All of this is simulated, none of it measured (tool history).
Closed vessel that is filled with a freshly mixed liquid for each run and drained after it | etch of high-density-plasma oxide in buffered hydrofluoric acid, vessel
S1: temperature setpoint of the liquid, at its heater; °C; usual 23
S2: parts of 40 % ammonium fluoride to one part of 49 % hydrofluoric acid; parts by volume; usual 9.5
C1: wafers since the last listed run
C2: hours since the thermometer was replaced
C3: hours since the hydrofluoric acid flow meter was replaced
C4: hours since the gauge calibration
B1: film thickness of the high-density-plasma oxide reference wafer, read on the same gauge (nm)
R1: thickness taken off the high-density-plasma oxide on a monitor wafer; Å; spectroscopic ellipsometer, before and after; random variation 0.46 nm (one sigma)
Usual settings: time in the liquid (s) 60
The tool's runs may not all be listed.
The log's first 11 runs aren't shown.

-- hour=505.7 hydrofluoric acid flow meter replaced
run 12 hour=554.9 | S1=23 S2=9.5 time_in_the_liquid_(s)=60 | C1=4533 C2=1062.1 C3=49.2 C4=1180.4 | B1=80.01 | R1=634.1
run 13 hour=610.6 | S1=23 S2=9.5 time_in_the_liquid_(s)=60 | C1=3786 C2=1117.8 C3=104.9 C4=1236.1 | B1=79.99 | R1=635.7
run 14 hour=675.6 | S1=23 S2=9.5 time_in_the_liquid_(s)=60 | C1=4418 C2=1182.8 C3=169.9 C4=1301.1 | B1=80.02 | R1=625.5
run 15 hour=746.4 | S1=23 S2=9.5 time_in_the_liquid_(s)=60 | C1=4812 C2=1253.6 C3=240.7 C4=1371.9 | B1=80.02 | R1=626.9
run 16 hour=866.4 | S1=27.5 S2=13 time_in_the_liquid_(s)=50 | C1=8156 C2=1373.6 C3=360.7 C4=1491.9 | B1=80 | R1=495.9
run 17 hour=984.3 | S1=23 S2=9.5 time_in_the_liquid_(s)=35 | C1=8014 C2=1491.5 C3=478.6 C4=1609.8 | B1=80.03 | R1=365.8
run 18 hour=1019.2 | S1=23 S2=11 time_in_the_liquid_(s)=60 | C1=2372 C2=1526.4 C3=513.5 C4=1644.7 | B1=79.99 | R1=537.6
run 19 hour=1075 | S1=25.5 S2=12.5 time_in_the_liquid_(s)=45 | C1=3792 C2=1582.2 C3=569.3 C4=1700.5 | B1=79.99 | R1=402.9
run 20 hour=1137.8 | S1=19 S2=6.5 time_in_the_liquid_(s)=90 | C1=4268 C2=1645 C3=632.1 C4=1763.3 | B1=79.97 | R1=1040.8
-- hour=1173.8 gauge calibrated
run 21 hour=1209.6 | S1=23 S2=6.5 time_in_the_liquid_(s)=60 | C1=4880 C2=1716.8 C3=703.9 C4=35.8 | B1=79.99 | R1=861
run 22 hour=1243.2 | S1=23 S2=9.5 time_in_the_liquid_(s)=75 | C1=2283 C2=1750.4 C3=737.5 C4=69.4 | B1=80 | R1=758.6
-- hour=1256.1 thermometer replaced
run 23 hour=1302.4 | S1=23 S2=9.5 time_in_the_liquid_(s)=60 | C1=3956 C2=46.3 C3=796.7 C4=128.6 | B1=80 | R1=637
-- hour=1346.8 hydrofluoric acid flow meter replaced
run 24 hour=1363.7 | S1=18.5 S2=8 time_in_the_liquid_(s)=45 | C1=4098 C2=107.6 C3=16.9 C4=189.9 | B1=80.01 | R1=450.4
run 25 hour=1396.6 | S1=23 S2=7.5 time_in_the_liquid_(s)=85 | C1=2236 C2=140.5 C3=49.8 C4=222.8 | B1=80.02 | R1=1168.2
run 26 hour=1452.5 | S1=19 S2=6.5 time_in_the_liquid_(s)=90 | C1=3799 C2=196.4 C3=105.7 C4=278.7 | B1=80 | R1=1136.6
run 27 hour=1506.3 | S1=23 S2=9.5 time_in_the_liquid_(s)=60 | C1=3656 C2=250.2 C3=159.5 C4=332.5 | B1=80.01 | R1=653.3
run 28 hour=1547.8 | S1=20 S2=9.5 time_in_the_liquid_(s)=60 | C1=2820 C2=291.7 C3=201 C4=374 | B1=79.99 | R1=548.6
run 29 hour=1607.7 | S1=23 S2=11.5 time_in_the_liquid_(s)=60 | C1=4071 C2=351.6 C3=260.9 C4=433.9 | B1=79.99 | R1=536.4
run 30 hour=1649.4 | S1=27 S2=9.5 time_in_the_liquid_(s)=60 | C1=2834 C2=393.3 C3=302.6 C4=475.6 | B1=80 | R1=811.3
run 31 hour=1693.2 | S1=19 S2=5.5 time_in_the_liquid_(s)=70 | C1=2977 C2=437.1 C3=346.4 C4=519.4 | B1=79.99 | R1=1011.7
run 32 hour=1741.5 | S1=23 S2=9.5 time_in_the_liquid_(s)=60 | C1=3283 C2=485.4 C3=394.7 C4=567.7 | B1=80.01 | R1=645.6

3 ways to go on from here, each from the tool as it stands after run 32. What would each give?
run A hour=1742.2 | S1=23 S2=12 time_in_the_liquid_(s)=60 | C1=47 C2=486.1 C3=395.4 C4=568.4 | B1=? | R1=?
run B hour=1742.2 | S1=27.5 S2=9.5 time_in_the_liquid_(s)=60 | C1=47 C2=486.1 C3=395.4 C4=568.4 | B1=? | R1=?
run C hour=1742.2 | S1=21 S2=9.5 time_in_the_liquid_(s)=80 | C1=47 C2=486.1 C3=395.4 C4=568.4 | B1=? | R1=?

run=A B1=80 R1=515.5
run=B B1=80 R1=821.9
run=C B1=80 R1=768.8
Without the tool's hidden state the same runs would have given:
run=A R1=542.9
run=B R1=854.4
run=C R1=799.7

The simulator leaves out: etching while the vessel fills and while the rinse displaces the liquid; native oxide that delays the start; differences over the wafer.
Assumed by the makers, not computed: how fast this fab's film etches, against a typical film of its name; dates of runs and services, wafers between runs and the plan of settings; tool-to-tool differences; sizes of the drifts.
